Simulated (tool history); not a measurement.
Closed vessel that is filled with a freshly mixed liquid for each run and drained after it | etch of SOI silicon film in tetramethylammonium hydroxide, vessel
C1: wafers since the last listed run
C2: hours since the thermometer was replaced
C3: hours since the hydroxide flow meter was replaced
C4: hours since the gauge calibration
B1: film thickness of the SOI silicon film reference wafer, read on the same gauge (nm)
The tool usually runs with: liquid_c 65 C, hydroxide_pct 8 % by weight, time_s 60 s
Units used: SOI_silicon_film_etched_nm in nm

Run 1, day 0: usual settings; C1 0; C2 408.4; C3 1710; C4 775.3; B1 150.01. Result: SOI_silicon_film_etched_nm 328.71 nm.
Run 2, day 4.142: usual settings but liquid_c 60 C, hydroxide_pct 9 % by weight; C1 12117; C2 507.8; C3 1809.4; C4 874.7; B1 150.01. Result: SOI_silicon_film_etched_nm 235.46 nm.
Run 3, day 6.204: usual settings but liquid_c 60 C, hydroxide_pct 9 % by weight; C1 6034; C2 557.3; C3 1858.9; C4 924.2; B1 149.99. Result: SOI_silicon_film_etched_nm 234.18 nm.
At day 8.358: hydroxide flow meter replaced.
Run 4, day 10.617: usual settings but liquid_c 60 C, hydroxide_pct 9 % by weight; C1 12787; C2 663.2; C3 54.2; C4 1030.1; B1 149.98. Result: SOI_silicon_film_etched_nm 229.95 nm.
Run 5, day 15.054: usual settings but time_s 45 s; C1 12982; C2 769.7; C3 160.7; C4 1136.6; B1 150.02. Result: SOI_silicon_film_etched_nm 245.12 nm.
Run 6, day 19.229: usual settings but time_s 45 s; C1 12214; C2 869.9; C3 260.9; C4 1236.8; B1 150. Result: SOI_silicon_film_etched_nm 245.18 nm.
Run 7, day 22.262: usual settings; C1 8874; C2 942.7; C3 333.7; C4 1309.6; B1 150. Result: SOI_silicon_film_etched_nm 325.43 nm.
Run 8, day 24.808: usual settings; C1 7448; C2 1003.8; C3 394.8; C4 1370.7; B1 149.99. Result: SOI_silicon_film_etched_nm 327.38 nm.
Run 9, day 26.967: usual settings; C1 6314; C2 1055.6; C3 446.6; C4 1422.5; B1 149.98. Result: SOI_silicon_film_etched_nm 328.39 nm.
Run 10, day 30.958: usual settings but liquid_c 62.5 C; C1 11678; C2 1151.4; C3 542.4; C4 1518.3; B1 150.01. Result: SOI_silicon_film_etched_nm 280.04 nm.
Run 11, day 33.979: usual settings but liquid_c 62.5 C; C1 8838; C2 1223.9; C3 614.9; C4 1590.8; B1 150.01. Result: SOI_silicon_film_etched_nm 282.05 nm.
Run 12, day 36: usual settings; C1 5912; C2 1272.4; C3 663.4; C4 1639.3; B1 150.02. Result: SOI_silicon_film_etched_nm 328.69 nm.
Run 13, day 39.258: usual settings; C1 9533; C2 1350.6; C3 741.6; C4 1717.5; B1 150.01. Result: SOI_silicon_film_etched_nm 327.07 nm.
Run 14, day 42.358: usual settings; C1 9069; C2 1425; C3 816; C4 1791.9; B1 150. Result: SOI_silicon_film_etched_nm 330.05 nm.
Run 15, day 46.158: usual settings; C1 11117; C2 1516.2; C3 907.2; C4 1883.1; B1 150.03. Result: SOI_silicon_film_etched_nm 328.62 nm.
Run 16, day 48.612: usual settings; C1 7180; C2 1575.1; C3 966.1; C4 1942; B1 149.99. Result: SOI_silicon_film_etched_nm 328.15 nm.
Run 17, day 51.288: usual settings but time_s 85 s; C1 7826; C2 1639.3; C3 1030.3; C4 2006.2; B1 150.01. Result: SOI_silicon_film_etched_nm 468.17 nm.
Run 18, day 53.562: usual settings but time_s 45 s; C1 6656; C2 1693.9; C3 1084.9; C4 2060.8; B1 150.02. Result: SOI_silicon_film_etched_nm 246.69 nm.
Run 19, day 56.729: usual settings but liquid_c 60 C, hydroxide_pct 9 % by weight, time_s 85 s; C1 9264; C2 1769.9; C3 1160.9; C4 2136.8; B1 150.01. Result: SOI_silicon_film_etched_nm 327.69 nm.
Run 20, day 58.446: usual settings but liquid_c 57 C, hydroxide_pct 10 % by weight, time_s 90 s; C1 5022; C2 1811.1; C3 1202.1; C4 2178; B1 150. Result: SOI_silicon_film_etched_nm 283.05 nm.
At day 60.725: gauge calibrated.
Run 21, day 61.462: usual settings; C1 8825; C2 1883.5; C3 1274.5; C4 17.7; B1 150.01. Result: SOI_silicon_film_etched_nm 333.4 nm.
At day 70.942: thermometer replaced.
At day 71.067: hydroxide flow meter replaced.
Run 22, day 71.483: usual settings; C1 29074; C2 13; C3 10; C4 258.2; B1 150.01. Result: SOI_silicon_film_etched_nm 340.58 nm.
Run 23, day 79.804: usual settings but liquid_c 60 C, hydroxide_pct 10 % by weight, time_s 30 s; C1 24344; C2 212.7; C3 209.7; C4 457.9; B1 150. Result: SOI_silicon_film_etched_nm 115.78 nm.
Run 24, day 82.375: usual settings but liquid_c 59 C, hydroxide_pct 9.5 % by weight, time_s 30 s; C1 7521; C2 274.4; C3 271.4; C4 519.6; B1 150. Result: SOI_silicon_film_etched_nm 110.72 nm.
Run 25, day 85.829: usual settings but liquid_c 72.5 C, time_s 35 s; C1 10105; C2 357.3; C3 354.3; C4 602.5; B1 150. Result: SOI_silicon_film_etched_nm 306.41 nm.
Run 26, day 88.596: usual settings but liquid_c 57.5 C, hydroxide_pct 9.5 % by weight; C1 8094; C2 423.7; C3 420.7; C4 668.9; B1 150. Result: SOI_silicon_film_etched_nm 202.76 nm.
Run 27, day 91.296: usual settings but liquid_c 57 C, hydroxide_pct 6.5 % by weight, time_s 75 s; C1 7899; C2 488.5; C3 485.5; C4 733.7; B1 150.01. Result: SOI_silicon_film_etched_nm 267.61 nm.
Run 28, day 93.542: usual settings; C1 6570; C2 542.4; C3 539.4; C4 787.6; B1 150. Result: SOI_silicon_film_etched_nm 340.73 nm.
Run 29, day 96.329: usual settings; C1 8155; C2 609.3; C3 606.3; C4 854.5; B1 150. Result: SOI_silicon_film_etched_nm 337.31 nm.
Run 30, day 97.896: usual settings; C1 4583; C2 646.9; C3 643.9; C4 892.1; B1 150.03. Result: SOI_silicon_film_etched_nm 340.65 nm.
At day 98.433: hydroxide flow meter replaced, repeated, since the last time left the tool worse.
Run 31, day 102.221: usual settings but liquid_c 72 C, hydroxide_pct 6.5 % by weight, time_s 45 s; C1 12531; C2 750.7; C3 90.9; C4 995.9; B1 149.99. Result: SOI_silicon_film_etched_nm 390.53 nm.
Run 32, day 103.733: usual settings but liquid_c 70 C; C1 4425; C2 787; C3 127.2; C4 1032.2; B1 149.98. Result: SOI_silicon_film_etched_nm 440.69 nm.
Run 33, day 107.458: usual settings but time_s 35 s; C1 10898; C2 876.4; C3 216.6; C4 1121.6; B1 149.98. Result: SOI_silicon_film_etched_nm 192.19 nm.

Alternative continuations, all from the tool just after run 33; predict every row:
Run A, day 107.488: usual settings; C1 85; C2 877.1; C3 217.3; C4 1122.3; B1 ?. Result: SOI_silicon_film_etched_nm ?.
Run B, day 107.488: usual settings but liquid_c 58 C; C1 85; C2 877.1; C3 217.3; C4 1122.3; B1 ?. Result: SOI_silicon_film_etched_nm ?.
Run C, day 107.488: usual settings but liquid_c 59 C, time_s 75 s; C1 85; C2 877.1; C3 217.3; C4 1122.3; B1 ?. Result: SOI_silicon_film_etched_nm ?.
Run D, day 107.488: usual settings but liquid_c 57 C, hydroxide_pct 9.5 % by weight, time_s 30 s; C1 85; C2 877.1; C3 217.3; C4 1122.3; B1 ?. Result: SOI_silicon_film_etched_nm ?.

run      B1  SOI_silicon_film_etched_nm
  A  149.98                      323.94
  B  149.98                      210.09
  C  149.98                      279.77
  D  149.98                       92.98
With the hidden condition removed and each run's random variation left untouched, the same runs would have given:
run  SOI_silicon_film_etched_nm
  A                      321.78
  B                      208.69
  C                      277.91
  D                        92.2
